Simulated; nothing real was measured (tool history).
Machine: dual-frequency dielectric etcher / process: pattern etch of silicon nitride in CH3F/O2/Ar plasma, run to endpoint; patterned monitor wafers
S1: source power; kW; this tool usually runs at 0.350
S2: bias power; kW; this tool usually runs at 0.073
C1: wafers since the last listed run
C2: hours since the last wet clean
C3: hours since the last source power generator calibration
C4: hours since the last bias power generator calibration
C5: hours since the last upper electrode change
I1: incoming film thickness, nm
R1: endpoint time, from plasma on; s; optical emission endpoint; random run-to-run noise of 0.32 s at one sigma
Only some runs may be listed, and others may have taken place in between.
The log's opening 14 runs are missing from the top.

Run 15, hour 931.1: usual settings but S1 0.400 kW, S2 0.081 kW; C1 568; C2 354.9; C3 205.3; C4 519.5; C5 5936.9; I1 56.2. Result: R1 74.9 s.
Run 16, hour 1013.5: usual settings but S1 0.260 kW; C1 635; C2 437.3; C3 287.7; C4 601.9; C5 6019.3; I1 56.5. Result: R1 86.5 s.
At hour 1048.2: upper electrode replaced.
Run 17, hour 1069.9: usual settings but S1 0.270 kW, S2 0.089 kW; C1 249; C2 493.7; C3 344.1; C4 658.3; C5 21.7; I1 56.5. Result: R1 81.6 s.
Run 18, hour 1168.3: usual settings but S1 0.410 kW, S2 0.081 kW; C1 758; C2 592.1; C3 442.5; C4 756.7; C5 120.1; I1 56.1. Result: R1 74.4 s.
At hour 1219.1: source power generator calibrated, repeated, since the last time left the tool worse.
Run 19, hour 1219.6: usual settings but S1 0.430 kW, S2 0.062 kW; C1 364; C2 643.4; C3 0.5; C4 808.0; C5 171.4; I1 56.6. Result: R1 80.0 s.
Run 20, hour 1262.3: usual settings; C1 329; C2 686.1; C3 43.2; C4 850.7; C5 214.1; I1 56.6. Result: R1 81.8 s.
At hour 1288.5: wet clean of the chamber.
Run 21, hour 1314.8: usual settings but S2 0.080 kW; C1 219; C2 26.3; C3 95.7; C4 903.2; C5 266.6; I1 56.2. Result: R1 79.2 s.
Run 22, hour 1386.4: usual settings but S1 0.280 kW, S2 0.079 kW; C1 552; C2 97.9; C3 167.3; C4 974.8; C5 338.2; I1 57.0. Result: R1 85.9 s.
Run 23, hour 1442.7: usual settings but S1 0.430 kW, S2 0.062 kW; C1 434; C2 154.2; C3 223.6; C4 1031.1; C5 394.5; I1 56.7. Result: R1 79.6 s.
Run 24, hour 1594.6: usual settings but S1 0.420 kW, S2 0.085 kW; C1 1171; C2 306.1; C3 375.5; C4 1183.0; C5 546.4; I1 56.4. Result: R1 74.4 s.
Run 25, hour 1661.3: usual settings but S1 0.380 kW, S2 0.067 kW; C1 514; C2 372.8; C3 442.2; C4 1249.7; C5 613.1; I1 56.2. Result: R1 80.4 s.
Run 26, hour 1727.2: usual settings but S1 0.420 kW, S2 0.086 kW; C1 508; C2 438.7; C3 508.1; C4 1315.6; C5 679.0; I1 56.3. Result: R1 74.0 s.
Run 27, hour 1774.5: usual settings but S1 0.400 kW, S2 0.090 kW; C1 364; C2 486.0; C3 555.4; C4 1362.9; C5 726.3; I1 56.6. Result: R1 74.3 s.
Run 28, hour 1819.5: usual settings but S1 0.280 kW, S2 0.058 kW; C1 346; C2 531.0; C3 600.4; C4 1407.9; C5 771.3; I1 56.4. Result: R1 90.5 s.
Run 29, hour 1856.3: usual settings but S2 0.087 kW; C1 283; C2 567.8; C3 637.2; C4 1444.7; C5 808.1; I1 56.7. Result: R1 77.9 s.
At hour 1911.3: wet clean of the chamber.
Run 30, hour 1957.8: usual settings but S1 0.390 kW, S2 0.055 kW; C1 597; C2 46.5; C3 738.7; C4 1546.2; C5 909.6; I1 56.7. Result: R1 84.6 s.
Run 31, hour 2044.0: usual settings but S1 0.430 kW, S2 0.063 kW; C1 664; C2 132.7; C3 824.9; C4 1632.4; C5 995.8; I1 56.3. Result: R1 79.4 s.
Run 32, hour 2140.1: usual settings; C1 740; C2 228.8; C3 921.0; C4 1728.5; C5 1091.9; I1 57.4. Result: R1 81.9 s.
Run 33, hour 2215.7: usual settings but S1 0.290 kW, S2 0.068 kW; C1 582; C2 304.4; C3 996.6; C4 1804.1; C5 1167.5; I1 56.2. Result: R1 87.0 s.
Run 34, hour 2272.0: usual settings but S1 0.430 kW, S2 0.090 kW; C1 434; C2 360.7; C3 1052.9; C4 1860.4; C5 1223.8; I1 56.6. Result: R1 72.9 s.

Below are 5 alternative next runs, each starting from the tool's condition after run 34. Predict each:
Run A, hour 2272.4: usual settings; C1 3; C2 361.1; C3 1053.3; C4 1860.8; C5 1224.2; I1 56.7. Result: R1 ?.
Run B, hour 2272.4: usual settings but S1 0.290 kW, S2 0.079 kW; C1 3; C2 361.1; C3 1053.3; C4 1860.8; C5 1224.2; I1 56.7. Result: R1 ?.
Run C, hour 2272.4: usual settings but S1 0.430 kW; C1 3; C2 361.1; C3 1053.3; C4 1860.8; C5 1224.2; I1 56.7. Result: R1 ?.
Run D, hour 2272.4: usual settings but S1 0.320 kW, S2 0.062 kW; C1 3; C2 361.1; C3 1053.3; C4 1860.8; C5 1224.2; I1 56.7. Result: R1 ?.
Run E, hour 2272.4: usual settings but S1 0.310 kW; C1 3; C2 361.1; C3 1053.3; C4 1860.8; C5 1224.2; I1 56.7. Result: R1 ?.

run    R1
  A  81.8
  B  84.4
  C  77.2
  D  87.0
  E  84.5
With the hidden condition removed and each run's random variation left untouched, the same runs would have given:
run    R1
  A  82.1
  B  84.7
  C  77.4
  D  87.3
  E  84.8
